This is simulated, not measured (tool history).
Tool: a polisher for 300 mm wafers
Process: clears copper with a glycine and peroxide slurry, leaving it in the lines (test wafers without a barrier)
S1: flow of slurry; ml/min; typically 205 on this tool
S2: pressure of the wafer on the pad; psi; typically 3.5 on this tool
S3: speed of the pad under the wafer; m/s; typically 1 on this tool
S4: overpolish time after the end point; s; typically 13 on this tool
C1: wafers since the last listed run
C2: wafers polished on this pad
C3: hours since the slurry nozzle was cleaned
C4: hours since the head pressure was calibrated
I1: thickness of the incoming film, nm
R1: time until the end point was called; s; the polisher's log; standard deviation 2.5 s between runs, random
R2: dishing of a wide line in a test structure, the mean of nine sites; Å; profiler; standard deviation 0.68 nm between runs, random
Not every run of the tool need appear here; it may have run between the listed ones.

Run 1, day 0: usual settings but S1 180 ml/min; C1 0; C2 114; C3 69.3; C4 95; I1 790.5. Result: R1 142.5 s, R2 519 Å.
Run 2, day 0.442: usual settings but S1 180 ml/min; C1 76; C2 191; C3 79.9; C4 105.6; I1 781.2. Result: R1 142 s, R2 523 Å.
Run 3, day 0.729: usual settings but S1 180 ml/min; C1 50; C2 241; C3 86.8; C4 112.5; I1 784.7. Result: R1 147.8 s, R2 530 Å.
Run 4, day 1.354: usual settings; C1 108; C2 350; C3 101.8; C4 127.5; I1 790.9. Result: R1 145.4 s, R2 520 Å.
Run 5, day 1.896: usual settings; C1 94; C2 445; C3 114.8; C4 140.5; I1 790.2. Result: R1 142 s, R2 524 Å.
Run 6, day 2.292: usual settings; C1 69; C2 514; C3 124.3; C4 150; I1 774.6. Result: R1 147.9 s, R2 517 Å.
Run 7, day 2.704: usual settings but S3 0.78 m/s; C1 71; C2 586; C3 134.2; C4 159.9; I1 799.7. Result: R1 188.6 s, R2 421 Å.
Run 8, day 2.971: usual settings but S3 0.78 m/s; C1 46; C2 632; C3 140.6; C4 166.3; I1 785.8. Result: R1 187.8 s, R2 403 Å.
Run 9, day 3.308: usual settings but S3 0.78 m/s; C1 58; C2 691; C3 148.7; C4 174.4; I1 792.3. Result: R1 192 s, R2 405 Å.
At day 3.483: worn pad replaced by a new one.
Run 10, day 3.954: usual settings; C1 83; C2 82; C3 164.2; C4 189.9; I1 777.3. Result: R1 138.7 s, R2 542 Å.
Run 11, day 4.396: usual settings; C1 76; C2 159; C3 174.8; C4 200.5; I1 788.8. Result: R1 138.9 s, R2 540 Å.
Run 12, day 4.658: usual settings; C1 45; C2 205; C3 181.1; C4 206.8; I1 774.8. Result: R1 137.4 s, R2 531 Å.
At day 5.642: slurry nozzle cleaned.
Run 13, day 6.504: usual settings but S2 2.6 psi; C1 314; C2 519; C3 20.7; C4 251.1; I1 786.4. Result: R1 186.9 s, R2 408 Å.
Run 14, day 6.788: usual settings but S2 2.6 psi; C1 49; C2 568; C3 27.5; C4 257.9; I1 782.7. Result: R1 192.1 s, R2 402 Å.
Run 15, day 7.05: usual settings; C1 45; C2 614; C3 33.8; C4 264.2; I1 790.8. Result: R1 150.3 s, R2 493 Å.
Run 16, day 7.604: usual settings; C1 96; C2 711; C3 47.1; C4 277.5; I1 789.7. Result: R1 154.2 s, R2 485 Å.
At day 8.133: worn pad replaced by a new one.
Run 17, day 8.154: usual settings; C1 66; C2 3; C3 60.3; C4 290.7; I1 787.2. Result: R1 141.1 s, R2 540 Å.
Run 18, day 8.608: usual settings but S1 270 ml/min, S2 4.6 psi, S4 20 s; C1 79; C2 82; C3 71.2; C4 301.6; I1 788. Result: R1 103.5 s, R2 958 Å.
Run 19, day 10.812: usual settings but S1 270 ml/min, S3 1.2 m/s, S4 18 s; C1 384; C2 466; C3 124.1; C4 354.5; I1 801.7. Result: R1 121.3 s, R2 771 Å.
Run 20, day 11.067: usual settings but S1 250 ml/min; C1 44; C2 511; C3 130.2; C4 360.6; I1 782.9. Result: R1 145 s, R2 517 Å.
Run 21, day 11.329: usual settings; C1 45; C2 556; C3 136.5; C4 366.9; I1 792.6. Result: R1 143.9 s, R2 498 Å.
At day 11.521: head pressure recalibrated.
Run 22, day 11.746: usual settings but S2 2.6 psi, S3 0.82 m/s; C1 58; C2 615; C3 146.5; C4 5.4; I1 800. Result: R1 234.6 s, R2 331 Å.
At day 11.938: worn pad replaced by a new one, of another model than before.
Run 23, day 12.358: usual settings but S3 0.72 m/s, S4 18 s; C1 77; C2 73; C3 161.2; C4 20.1; I1 787.1. Result: R1 160 s, R2 605 Å.
Run 24, day 12.775: usual settings; C1 72; C2 146; C3 171.2; C4 30.1; I1 800.5. Result: R1 137.7 s, R2 520 Å.
Run 25, day 14.779: usual settings but S2 4.1 psi, S3 0.76 m/s; C1 349; C2 495; C3 219.3; C4 78.2; I1 786.8. Result: R1 151.3 s, R2 483 Å.
Run 26, day 15.083: usual settings but S1 180 ml/min, S3 0.72 m/s, S4 19 s; C1 53; C2 548; C3 226.6; C4 85.5; I1 777.9. Result: R1 180.6 s, R2 594 Å.
At day 15.425: slurry nozzle cleaned.
Run 27, day 15.771: usual settings; C1 112; C2 661; C3 8.3; C4 102; I1 788.6. Result: R1 154.4 s, R2 485 Å.
Run 28, day 16.196: usual settings but S4 9 s; C1 74; C2 735; C3 18.5; C4 112.2; I1 788.5. Result: R1 156.3 s, R2 340 Å.
At day 16.496: worn pad replaced by a new one.
Run 29, day 16.517: usual settings but S2 3.8 psi, S3 1.3 m/s; C1 26; C2 3; C3 26.2; C4 119.9; I1 783. Result: R1 111.5 s, R2 644 Å.
Run 30, day 17.225: usual settings but S1 270 ml/min, S2 4.6 psi, S4 20 s; C1 123; C2 127; C3 43.2; C4 136.9; I1 783.4. Result: R1 109.8 s, R2 896 Å.
Run 31, day 17.6: usual settings but S2 2.6 psi, S4 9 s; C1 65; C2 192; C3 52.2; C4 145.9; I1 789.6. Result: R1 165.3 s, R2 330 Å.
Run 32, day 18.008: usual settings; C1 71; C2 263; C3 62; C4 155.7; I1 785.4. Result: R1 139 s, R2 533 Å.
Run 33, day 18.717: usual settings but S1 160 ml/min, S4 9 s; C1 123; C2 387; C3 79; C4 172.7; I1 792.9. Result: R1 145.7 s, R2 367 Å.
Run 34, day 19.362: usual settings; C1 112; C2 499; C3 94.5; C4 188.2; I1 791. Result: R1 143.2 s, R2 513 Å.

Below are 5 alternative next runs, each starting from the tool's condition after run 34. Predict each:
Run A, day 19.383: usual settings; C1 3; C2 503; C3 95; C4 188.7; I1 790.8. Result: R1 ?, R2 ?.
Run B, day 19.383: usual settings but S2 3 psi, S3 1.12 m/s, S4 18 s; C1 3; C2 503; C3 95; C4 188.7; I1 790.8. Result: R1 ?, R2 ?.
Run C, day 19.383: usual settings but S2 4.2 psi, S4 16 s; C1 3; C2 503; C3 95; C4 188.7; I1 790.8. Result: R1 ?, R2 ?.
Run D, day 19.383: usual settings but S2 2.5 psi, S4 10 s; C1 3; C2 503; C3 95; C4 188.7; I1 790.8. Result: R1 ?, R2 ?.
Run E, day 19.383: usual settings but S1 225 ml/min; C1 3; C2 503; C3 95; C4 188.7; I1 790.8. Result: R1 ?, R2 ?.

run     R1   R2
  A  149.1  502
  B  153.9  639
  C  131.5  670
  D  184.5  327
  E  147.9  506
With the hidden condition removed and each run's random variation left untouched, the same runs would have given:
run     R1   R2
  A  140.1  530
  B  144.6  672
  C  123.5  705
  D  173.4  346
  E    139  534
